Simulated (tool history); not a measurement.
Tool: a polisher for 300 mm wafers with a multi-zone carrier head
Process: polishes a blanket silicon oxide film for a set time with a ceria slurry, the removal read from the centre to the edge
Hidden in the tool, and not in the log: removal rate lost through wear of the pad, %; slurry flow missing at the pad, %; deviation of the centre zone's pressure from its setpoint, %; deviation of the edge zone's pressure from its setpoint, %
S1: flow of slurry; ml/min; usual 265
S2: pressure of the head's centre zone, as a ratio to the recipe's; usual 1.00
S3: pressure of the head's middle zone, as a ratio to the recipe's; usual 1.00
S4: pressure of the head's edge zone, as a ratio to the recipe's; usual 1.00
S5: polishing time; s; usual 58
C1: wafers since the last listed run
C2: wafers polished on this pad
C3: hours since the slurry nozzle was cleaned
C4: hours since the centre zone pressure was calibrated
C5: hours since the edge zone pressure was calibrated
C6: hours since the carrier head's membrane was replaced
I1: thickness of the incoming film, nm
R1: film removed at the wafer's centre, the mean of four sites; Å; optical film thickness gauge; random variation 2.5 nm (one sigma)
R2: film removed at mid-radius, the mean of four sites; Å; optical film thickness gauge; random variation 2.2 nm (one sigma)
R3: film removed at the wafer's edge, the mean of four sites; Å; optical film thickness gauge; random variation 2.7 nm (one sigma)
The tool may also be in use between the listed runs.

run	day	S1	S2	S3	S4	S5	C1	C2	C3	C4	C5	C6	I1	R1	R2	R3
1	0.000	315	1.03	1.00	1.04	48	0	1732	350.0	1043.3	625.0	212.7	1416.8	1633	1549	1611
2	1.600	265	1.00	1.00	1.00	67	252	1985	388.4	1081.7	663.4	251.1	1412.4	2117	2101	2178
3	2.833	265	1.00	1.00	1.00	46	194	2179	418.0	1111.3	693.0	280.7	1416.5	1435	1434	1493
4	4.733	265	1.07	1.00	1.00	58	299	2479	463.6	1156.9	738.6	326.3	1421.1	1934	1862	1898
5	6.942	265	1.00	1.00	1.00	47	348	2827	516.6	1209.9	791.6	379.3	1385.3	1454	1454	1503
# day 7.712: worn pad replaced by a new one
6	8.038	205	1.00	0.91	0.88	75	146	51	542.9	1236.2	817.9	405.6	1419.6	2210	2096	2178
# day 10.075: centre zone pressure recalibrated
7	10.096	225	1.00	1.00	1.00	58	311	362	592.3	0.5	867.3	455.0	1391.4	1682	1744	1843
# day 12.067: slurry nozzle cleaned
8	12.508	220	1.00	1.00	0.94	58	374	736	10.6	58.4	925.2	512.9	1398.4	1866	1841	1800
9	15.088	265	1.00	1.00	1.00	58	406	1143	72.5	120.3	987.1	574.8	1412.6	1864	1854	1924
10	16.900	265	1.00	1.07	1.00	58	285	1429	116.0	163.8	1030.6	618.3	1437.9	1885	1951	1951
11	18.542	265	1.04	1.09	1.00	43	258	1688	155.4	203.2	1070.0	657.7	1407.7	1410	1434	1388
12	20.346	235	1.00	1.00	1.00	71	284	1973	198.7	246.5	1113.3	701.0	1389.3	2284	2197	2283
13	21.979	265	1.00	0.91	1.00	39	257	2231	237.9	285.7	1152.5	740.2	1398.0	1243	1173	1253
14	24.158	295	1.06	0.92	0.89	58	343	2574	290.2	338.0	1204.8	792.5	1426.0	2015	1823	1809
15	26.033	265	1.00	1.00	1.00	58	295	2870	335.2	383.0	1249.8	837.5	1401.9	1831	1823	1952
# day 27.488: worn pad replaced by a new one
16	27.988	325	0.88	1.00	0.91	58	281	79	382.1	429.9	1296.7	884.4	1416.3	1672	1880	1807
# day 29.650: edge zone pressure recalibrated
17	30.562	265	1.00	1.00	0.97	58	393	472	443.9	491.7	21.9	946.2	1394.4	1791	1827	1909
# day 31.842: carrier head's membrane replaced by a new one
18	31.862	265	1.00	1.00	1.00	58	172	644	475.1	522.9	53.1	0.5	1404.0	1849	1796	1864
19	34.454	265	1.00	1.00	1.00	58	408	1053	537.3	585.1	115.3	62.7	1433.2	1830	1832	1916
# day 36.325: slurry nozzle cleaned
20	37.012	235	1.00	1.00	0.93	52	397	1450	16.5	646.5	176.7	124.1	1424.8	1624	1681	1602
21	39.646	265	1.00	1.04	1.11	58	415	1865	79.7	709.7	239.9	187.3	1399.2	1902	1940	2016
22	40.879	325	0.88	1.00	0.91	58	194	2060	109.3	739.3	269.5	216.9	1415.1	1673	1868	1879

4 ways to go on from here, each from the tool as it stands after run 22. What would each give?
A	40.896	265	1.00	1.00	1.00	42	2	2062	109.7	739.7	269.9	217.3	1418.8	?	?	?
B	40.896	330	1.07	1.07	0.95	58	2	2062	109.7	739.7	269.9	217.3	1418.8	?	?	?
C	40.896	265	1.00	0.96	1.00	41	2	2062	109.7	739.7	269.9	217.3	1418.8	?	?	?
D	40.896	265	1.00	0.92	1.00	51	2	2062	109.7	739.7	269.9	217.3	1418.8	?	?	?

run	R1	R2	R3
A	1370	1375	1343
B	2068	2016	1834
C	1337	1310	1311
D	1662	1590	1632
Without the tool's hidden state the same runs would have given:
run	R1	R2	R3
A	1382	1387	1351
B	2084	2030	1844
C	1349	1321	1319
D	1678	1603	1642
